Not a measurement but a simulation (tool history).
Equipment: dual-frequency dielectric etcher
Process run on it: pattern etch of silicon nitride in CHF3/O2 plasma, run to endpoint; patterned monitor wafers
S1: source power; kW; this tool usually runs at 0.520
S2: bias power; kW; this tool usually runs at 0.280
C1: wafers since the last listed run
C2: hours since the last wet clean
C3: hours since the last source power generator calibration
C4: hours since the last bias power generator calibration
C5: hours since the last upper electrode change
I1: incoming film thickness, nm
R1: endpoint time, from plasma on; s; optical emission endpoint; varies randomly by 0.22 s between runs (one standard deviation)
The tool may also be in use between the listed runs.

run    hour     S1     S2    C1     C2      C3      C4      C5    I1    R1
  1     0.0  0.520  0.280     0  309.8  1356.9  1195.6  2018.9  94.1  51.4
  2    45.7  0.520  0.260   727  355.5  1402.6  1241.3  2064.6  94.5  53.4
  3   109.3  0.520  0.260  1012  419.1  1466.2  1304.9  2128.2  94.0  53.2
      143.0  -- wet clean of the chamber
  4   143.5  0.520  0.260   162    0.5  1500.4  1339.1  2162.4  94.3  55.0
  5   179.7  0.620  0.231   576   36.7  1536.6  1375.3  2198.6  94.0  52.7
  6   222.7  0.620  0.231   684   79.7  1579.6  1418.3  2241.6  94.4  52.6
  7   263.7  0.600  0.280   652  120.7  1620.6  1459.3  2282.6  94.2  48.9
  8   301.3  0.470  0.332   598  158.3  1658.2  1496.9  2320.2  94.4  52.0
  9   358.1  0.470  0.332   904  215.1  1715.0  1553.7  2377.0  93.9  51.4
 10   384.6  0.470  0.332   421  241.6  1741.5  1580.2  2403.5  93.9  51.3
 11   425.1  0.450  0.280   644  282.1  1782.0  1620.7  2444.0  94.2  57.0
 12   490.8  0.520  0.280  1045  347.8  1847.7  1686.4  2509.7  94.3  51.6
 13   626.3  0.520  0.280  2156  483.3  1983.2  1821.9  2645.2  93.6  50.8
      681.5  -- wet clean of the chamber
 14   685.8  0.520  0.280   565    4.3  2042.7  1881.4  2704.7  92.6  53.1
 15   729.0  0.520  0.280   687   47.5  2085.9  1924.6  2747.9  93.5  53.4
 16   761.0  0.520  0.280   509   79.5  2117.9  1956.6  2779.9  94.7  53.8
 17   826.4  0.580  0.260  1040  144.9  2183.3  2022.0  2845.3  94.2  51.8
      843.8  -- source power generator calibrated
 18   888.8  0.520  0.280   929  207.3    45.0  2084.4  2907.7  95.0  52.3
      900.4  -- bias power generator calibrated
      946.7  -- upper electrode replaced
 19   947.2  0.620  0.232   483  265.7   103.4    46.8     0.5  94.9  51.0
 20   978.1  0.410  0.280   491  296.6   134.3    77.7    31.4  93.9  59.1
 21  1029.6  0.520  0.345   819  348.1   185.8   129.2    82.9  95.1  46.9
 22  1098.3  0.490  0.216  1093  416.8   254.5   197.9   151.6  94.6  59.1
 23  1154.3  0.520  0.305   891  472.8   310.5   253.9   207.6  94.3  48.4

The next listed run, before its measurement:
 24  1223.8  0.520  0.260  1106  542.3  380.0  323.4  277.1  93.6   ?

R1: 51.3 s
Without the tool's hidden state the same run would have given R1 54.4 s.
